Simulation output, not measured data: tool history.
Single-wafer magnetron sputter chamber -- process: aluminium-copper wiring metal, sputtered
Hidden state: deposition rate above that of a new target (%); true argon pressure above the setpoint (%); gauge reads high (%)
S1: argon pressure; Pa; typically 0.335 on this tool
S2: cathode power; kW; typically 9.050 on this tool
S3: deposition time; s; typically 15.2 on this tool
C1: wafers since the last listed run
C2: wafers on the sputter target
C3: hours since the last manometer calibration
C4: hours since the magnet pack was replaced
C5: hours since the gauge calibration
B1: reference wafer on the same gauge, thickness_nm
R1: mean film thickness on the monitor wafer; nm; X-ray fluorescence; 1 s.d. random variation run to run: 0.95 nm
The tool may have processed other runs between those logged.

Run 1, hour 0.0: usual settings; C1 0; C2 3833; C3 2120.1; C4 5837.5; C5 603.3; B1 285.198. Result: R1 243.884 nm.
Run 2, hour 83.0: usual settings; C1 1423; C2 5257; C3 2203.1; C4 5920.5; C5 686.3; B1 284.804. Result: R1 241.156 nm.
At hour 140.1: sputter target and shields replaced.
Run 3, hour 140.6: usual settings; C1 850; C2 8; C3 2260.7; C4 5978.1; C5 743.9; B1 284.932. Result: R1 255.798 nm.
Run 4, hour 215.0: usual settings; C1 1276; C2 1284; C3 2335.1; C4 6052.5; C5 818.3; B1 284.992. Result: R1 248.518 nm.
Run 5, hour 260.2: usual settings; C1 775; C2 2060; C3 2380.3; C4 6097.7; C5 863.5; B1 285.297. Result: R1 246.444 nm.
At hour 456.7: capacitance manometer re-zeroed and calibrated.
At hour 463.8: sputter target and shields replaced.
At hour 509.0: gauge calibrated.
Run 6, hour 576.9: usual settings; C1 5173; C2 1940; C3 120.2; C4 6414.4; C5 67.9; B1 284.956. Result: R1 238.084 nm.
Run 7, hour 642.0: usual settings; C1 1116; C2 3056; C3 185.3; C4 6479.5; C5 133.0; B1 284.905. Result: R1 237.341 nm.
Run 8, hour 695.5: usual settings; C1 917; C2 3974; C3 238.8; C4 6533.0; C5 186.5; B1 285.068. Result: R1 236.239 nm.
At hour 780.4: sputter target and shields replaced.
Run 9, hour 785.5: usual settings but S2 9.800 kW, S3 17.7 s; C1 1406; C2 87; C3 328.8; C4 6623.0; C5 276.5; B1 285.001. Result: R1 313.329 nm.
Run 10, hour 839.0: usual settings; C1 917; C2 1004; C3 382.3; C4 6676.5; C5 330.0; B1 285.078. Result: R1 243.175 nm.
At hour 857.7: magnet pack replaced.
Run 11, hour 943.9: usual settings but S3 13.7 s; C1 1662; C2 2666; C3 487.2; C4 86.2; C5 434.9; B1 284.800. Result: R1 215.885 nm.

What will run 12 give?
Run 12, hour 1041.9: usual settings but S2 10.250 kW; C1 1680; C2 4347; C3 585.2; C4 184.2; C5 532.9; B1 ?. Result: R1 ?.

B1: 284.967
R1: 270.661 nm
Had the tool carried no hidden state, the very same run would have given R1 283.872 nm.
